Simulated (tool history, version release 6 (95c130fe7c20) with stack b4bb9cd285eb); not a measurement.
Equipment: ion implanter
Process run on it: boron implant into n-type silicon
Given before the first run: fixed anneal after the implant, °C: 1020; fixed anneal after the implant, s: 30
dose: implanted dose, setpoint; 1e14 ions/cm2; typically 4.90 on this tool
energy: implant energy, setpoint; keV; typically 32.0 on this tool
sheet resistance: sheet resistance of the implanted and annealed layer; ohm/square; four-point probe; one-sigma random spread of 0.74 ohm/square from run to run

run   hour  dose  energy  wafers since the last listed run  hours since the last dose calibration  hours since the extraction supply was calibrated  hours since the gauge calibration  read-back reference wafer on the same gauge, sheet resistance  sheet resistance
  1    0.0  4.90    32.0                                 0                                  534.7                                            3867.6                              263.3                                                         236.00            211.63
  2   30.6  4.90    32.0                               450                                  565.3                                            3898.2                              293.9                                                         236.22            208.98
  3   54.5  4.90    32.0                               352                                  589.2                                            3922.1                              317.8                                                         236.24            211.70
  4   86.9  4.90    32.0                               477                                  621.6                                            3954.5                              350.2                                                         236.43            210.34
  5  120.7  4.90    32.0                               498                                  655.4                                            3988.3                              384.0                                                         236.02            210.28
  6  133.2  4.90    32.0                               184                                  667.9                                            4000.8                              396.5                                                         236.05            210.46
  7  154.3  4.90    32.0                               310                                  689.0                                            4021.9                              417.6                                                         235.98            209.11
  8  239.4  4.90    32.0                              1254                                  774.1                                            4107.0                              502.7                                                         235.96            209.64
  9  269.7  4.90    32.0                               446                                  804.4                                            4137.3                              533.0                                                         236.10            209.99
 10  284.6  3.80    35.5                               219                                  819.3                                            4152.2                              547.9                                                         235.98            255.74
 11  319.6  4.90    37.0                               515                                  854.3                                            4187.2                              582.9                                                         235.93            206.60
 12  344.5  4.90    37.0                               366                                  879.2                                            4212.1                              607.8                                                         235.47            206.16
 13  369.8  6.11    39.0                               372                                  904.5                                            4237.4                              633.1                                                         235.60            169.99
 14  389.0  5.58    26.5                               282                                  923.7                                            4256.6                              652.3                                                         235.89            190.94
 15  417.4  4.90    32.0                               418                                  952.1                                            4285.0                              680.7                                                         235.72            209.06
 16  443.5  5.90    22.5                               384                                  978.2                                            4311.1                              706.8                                                         236.04            185.86
 17  477.5  6.23    32.0                               501                                 1012.2                                            4345.1                              740.8                                                         236.05            171.21
     511.3  -- Faraday cup replaced and dose calibrated
 18  511.8  4.90    32.0                               387                                    0.5                                            4379.4                              775.1                                                         235.93            214.50
     537.4  -- extraction supply calibrated
 19  537.9  3.65    40.5                               266                                   26.6                                               0.5                              801.2                                                         236.18            264.05
     602.0  -- gauge calibrated
 20  636.9  4.90    26.5                              1458                                  125.6                                              99.5                               34.9                                                         235.71            216.73
 21  667.6  3.80    27.0                               452                                  156.3                                             130.2                               65.6                                                         235.70            264.65
 22  705.4  4.90    35.0                               557                                  194.1                                             168.0                              103.4                                                         236.22            208.60
 23  725.2  4.90    40.0                               291                                  213.9                                             187.8                              123.2                                                         235.79            205.48
 24  760.7  6.35    41.5                               523                                  249.4                                             223.3                              158.7                                                         236.16            166.01

Below are 3 alternative next runs, each starting from the tool's condition after run 24. Predict each:
  A  761.1  4.90    32.0                                 5                                  249.8                                             223.7                              159.1                                                              ?                 ?
  B  761.1  5.80    36.0                                 5                                  249.8                                             223.7                              159.1                                                              ?                 ?
  C  761.1  4.11    32.0                                 5                                  249.8                                             223.7                              159.1                                                              ?                 ?

run  read-back reference wafer on the same gauge, sheet resistance  sheet resistance
  A                                                         236.21            211.06
  B                                                         236.21            181.36
  C                                                         236.21            243.97
With no hidden state in the tool, these same runs would have given:
run  sheet resistance
  A            217.51
  B            186.86
  C            251.38

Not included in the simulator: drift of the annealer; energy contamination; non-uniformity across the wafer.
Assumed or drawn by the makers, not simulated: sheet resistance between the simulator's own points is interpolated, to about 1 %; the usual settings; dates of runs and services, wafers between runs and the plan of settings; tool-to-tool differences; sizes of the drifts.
